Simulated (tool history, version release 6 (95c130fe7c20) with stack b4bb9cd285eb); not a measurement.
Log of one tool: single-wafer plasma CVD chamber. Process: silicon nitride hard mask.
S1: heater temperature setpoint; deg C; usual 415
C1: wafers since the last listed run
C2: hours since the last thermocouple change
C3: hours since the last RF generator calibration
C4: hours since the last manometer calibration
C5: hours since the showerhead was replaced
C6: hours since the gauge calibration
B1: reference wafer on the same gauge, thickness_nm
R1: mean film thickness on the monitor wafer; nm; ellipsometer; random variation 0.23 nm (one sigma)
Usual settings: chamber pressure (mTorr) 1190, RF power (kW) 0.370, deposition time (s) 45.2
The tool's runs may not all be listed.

run 1 hour=0.0 | S1=415 chamber_pressure_(mTorr)=1360 RF_power_(kW)=0.370 deposition_time_(s)=45.2 | C1=0 C2=2341.3 C3=868.3 C4=2548.5 C5=8460.9 C6=229.2 | B1=47.198 | R1=54.584
run 2 hour=8.0 | S1=415 chamber_pressure_(mTorr)=1290 RF_power_(kW)=0.370 deposition_time_(s)=45.2 | C1=204 C2=2349.3 C3=876.3 C4=2556.5 C5=8468.9 C6=237.2 | B1=47.161 | R1=53.440
run 3 hour=22.0 | S1=415 chamber_pressure_(mTorr)=1290 RF_power_(kW)=0.370 deposition_time_(s)=45.2 | C1=358 C2=2363.3 C3=890.3 C4=2570.5 C5=8482.9 C6=251.2 | B1=47.194 | R1=53.450
-- hour=42.1 showerhead replaced, of another model than before
run 4 hour=42.6 | S1=415 chamber_pressure_(mTorr)=1290 RF_power_(kW)=0.370 deposition_time_(s)=45.2 | C1=322 C2=2383.9 C3=910.9 C4=2591.1 C5=0.5 C6=271.8 | B1=47.090 | R1=55.691
run 5 hour=48.9 | S1=415 chamber_pressure_(mTorr)=1190 RF_power_(kW)=0.370 deposition_time_(s)=45.2 | C1=161 C2=2390.2 C3=917.2 C4=2597.4 C5=6.8 C6=278.1 | B1=47.241 | R1=54.076
run 6 hour=64.0 | S1=415 chamber_pressure_(mTorr)=1190 RF_power_(kW)=0.370 deposition_time_(s)=45.2 | C1=386 C2=2405.3 C3=932.3 C4=2612.5 C5=21.9 C6=293.2 | B1=47.157 | R1=53.465
run 7 hour=79.9 | S1=415 chamber_pressure_(mTorr)=1190 RF_power_(kW)=0.415 deposition_time_(s)=40.1 | C1=407 C2=2421.2 C3=948.2 C4=2628.4 C5=37.8 C6=309.1 | B1=47.279 | R1=51.120
run 8 hour=96.1 | S1=415 chamber_pressure_(mTorr)=1190 RF_power_(kW)=0.415 deposition_time_(s)=40.1 | C1=415 C2=2437.4 C3=964.4 C4=2644.6 C5=54.0 C6=325.3 | B1=47.143 | R1=50.869
run 9 hour=114.3 | S1=415 chamber_pressure_(mTorr)=1190 RF_power_(kW)=0.415 deposition_time_(s)=40.1 | C1=466 C2=2455.6 C3=982.6 C4=2662.8 C5=72.2 C6=343.5 | B1=47.149 | R1=50.639
run 10 hour=125.6 | S1=426 chamber_pressure_(mTorr)=1190 RF_power_(kW)=0.370 deposition_time_(s)=45.2 | C1=289 C2=2466.9 C3=993.9 C4=2674.1 C5=83.5 C6=354.8 | B1=47.133 | R1=53.441
-- hour=139.6 capacitance manometer re-zeroed and calibrated
run 11 hour=140.1 | S1=415 chamber_pressure_(mTorr)=900 RF_power_(kW)=0.415 deposition_time_(s)=45.2 | C1=166 C2=2481.4 C3=1008.4 C4=0.5 C5=98.0 C6=369.3 | B1=47.255 | R1=50.940
run 12 hour=151.7 | S1=415 chamber_pressure_(mTorr)=1490 RF_power_(kW)=0.315 deposition_time_(s)=45.2 | C1=297 C2=2493.0 C3=1020.0 C4=12.1 C5=109.6 C6=380.9 | B1=47.289 | R1=52.414
run 13 hour=162.3 | S1=415 chamber_pressure_(mTorr)=1190 RF_power_(kW)=0.370 deposition_time_(s)=49.2 | C1=271 C2=2503.6 C3=1030.6 C4=22.7 C5=120.2 C6=391.5 | B1=47.305 | R1=58.688
-- hour=175.2 RF generator calibrated
run 14 hour=175.7 | S1=415 chamber_pressure_(mTorr)=1320 RF_power_(kW)=0.370 deposition_time_(s)=45.2 | C1=138 C2=2517.0 C3=0.5 C4=36.1 C5=133.6 C6=404.9 | B1=47.236 | R1=58.285
run 15 hour=191.9 | S1=415 chamber_pressure_(mTorr)=1190 RF_power_(kW)=0.370 deposition_time_(s)=45.2 | C1=415 C2=2533.2 C3=16.7 C4=52.3 C5=149.8 C6=421.1 | B1=47.197 | R1=55.558
run 16 hour=198.8 | S1=409 chamber_pressure_(mTorr)=1000 RF_power_(kW)=0.430 deposition_time_(s)=53.1 | C1=176 C2=2540.1 C3=23.6 C4=59.2 C5=156.7 C6=428.0 | B1=47.207 | R1=66.362
run 17 hour=206.5 | S1=423 chamber_pressure_(mTorr)=1280 RF_power_(kW)=0.370 deposition_time_(s)=42.9 | C1=197 C2=2547.8 C3=31.3 C4=66.9 C5=164.4 C6=435.7 | B1=47.307 | R1=53.976
run 18 hour=212.7 | S1=426 chamber_pressure_(mTorr)=1330 RF_power_(kW)=0.300 deposition_time_(s)=41.5 | C1=158 C2=2554.0 C3=37.5 C4=73.1 C5=170.6 C6=441.9 | B1=47.164 | R1=46.629
run 19 hour=219.6 | S1=415 chamber_pressure_(mTorr)=1190 RF_power_(kW)=0.370 deposition_time_(s)=50.0 | C1=176 C2=2560.9 C3=44.4 C4=80.0 C5=177.5 C6=448.8 | B1=47.156 | R1=61.791
-- hour=230.0 gauge calibrated
run 20 hour=233.8 | S1=400 chamber_pressure_(mTorr)=1340 RF_power_(kW)=0.415 deposition_time_(s)=38.2 | C1=363 C2=2575.1 C3=58.6 C4=94.2 C5=191.7 C6=3.8 | B1=47.256 | R1=53.098
run 21 hour=240.1 | S1=415 chamber_pressure_(mTorr)=1190 RF_power_(kW)=0.370 deposition_time_(s)=54.0 | C1=161 C2=2581.4 C3=64.9 C4=100.5 C5=198.0 C6=10.1 | B1=47.191 | R1=66.857
-- hour=258.9 thermocouple changed; heater temperature recalibrated
run 22 hour=259.4 | S1=425 chamber_pressure_(mTorr)=1190 RF_power_(kW)=0.315 deposition_time_(s)=54.1 | C1=289 C2=0.5 C3=84.2 C4=119.8 C5=217.3 C6=29.4 | B1=47.145 | R1=59.729
run 23 hour=277.1 | S1=426 chamber_pressure_(mTorr)=1190 RF_power_(kW)=0.370 deposition_time_(s)=45.2 | C1=453 C2=18.2 C3=101.9 C4=137.5 C5=235.0 C6=47.1 | B1=47.200 | R1=55.446
run 24 hour=293.0 | S1=428 chamber_pressure_(mTorr)=1450 RF_power_(kW)=0.440 deposition_time_(s)=39.3 | C1=407 C2=34.1 C3=117.8 C4=153.4 C5=250.9 C6=63.0 | B1=47.233 | R1=56.954
run 25 hour=337.9 | S1=415 chamber_pressure_(mTorr)=1190 RF_power_(kW)=0.370 deposition_time_(s)=45.2 | C1=1150 C2=79.0 C3=162.7 C4=198.3 C5=295.8 C6=107.9 | B1=47.263 | R1=55.584
run 26 hour=350.1 | S1=426 chamber_pressure_(mTorr)=1190 RF_power_(kW)=0.370 deposition_time_(s)=45.2 | C1=312 C2=91.2 C3=174.9 C4=210.5 C5=308.0 C6=120.1 | B1=47.143 | R1=55.116
run 27 hour=366.6 | S1=415 chamber_pressure_(mTorr)=1190 RF_power_(kW)=0.415 deposition_time_(s)=45.2 | C1=422 C2=107.7 C3=191.4 C4=227.0 C5=324.5 C6=136.6 | B1=47.179 | R1=59.450
run 28 hour=376.8 | S1=415 chamber_pressure_(mTorr)=1370 RF_power_(kW)=0.370 deposition_time_(s)=42.0 | C1=261 C2=117.9 C3=201.6 C4=237.2 C5=334.7 C6=146.8 | B1=47.101 | R1=54.089

5 ways to go on from here, each from the tool as it stands after run 28. What would each give?
run A hour=377.2 | S1=427 chamber_pressure_(mTorr)=1190 RF_power_(kW)=0.370 deposition_time_(s)=45.2 | C1=10 C2=118.3 C3=202.0 C4=237.6 C5=335.1 C6=147.2 | B1=? | R1=?
run B hour=377.2 | S1=415 chamber_pressure_(mTorr)=970 RF_power_(kW)=0.370 deposition_time_(s)=45.2 | C1=10 C2=118.3 C3=202.0 C4=237.6 C5=335.1 C6=147.2 | B1=? | R1=?
run C hour=377.2 | S1=415 chamber_pressure_(mTorr)=1190 RF_power_(kW)=0.415 deposition_time_(s)=52.4 | C1=10 C2=118.3 C3=202.0 C4=237.6 C5=335.1 C6=147.2 | B1=? | R1=?
run D hour=377.2 | S1=404 chamber_pressure_(mTorr)=1410 RF_power_(kW)=0.315 deposition_time_(s)=45.2 | C1=10 C2=118.3 C3=202.0 C4=237.6 C5=335.1 C6=147.2 | B1=? | R1=?
run E hour=377.2 | S1=415 chamber_pressure_(mTorr)=1190 RF_power_(kW)=0.370 deposition_time_(s)=39.2 | C1=10 C2=118.3 C3=202.0 C4=237.6 C5=335.1 C6=147.2 | B1=? | R1=?

run=A B1=47.298 R1=54.922
run=B B1=47.298 R1=50.616
run=C B1=47.298 R1=68.508
run=D B1=47.298 R1=53.674
run=E B1=47.298 R1=47.938
Without the tool's hidden state the same runs would have given:
run=A R1=55.706
run=B R1=51.338
run=C R1=69.413
run=D R1=54.475
run=E R1=48.621
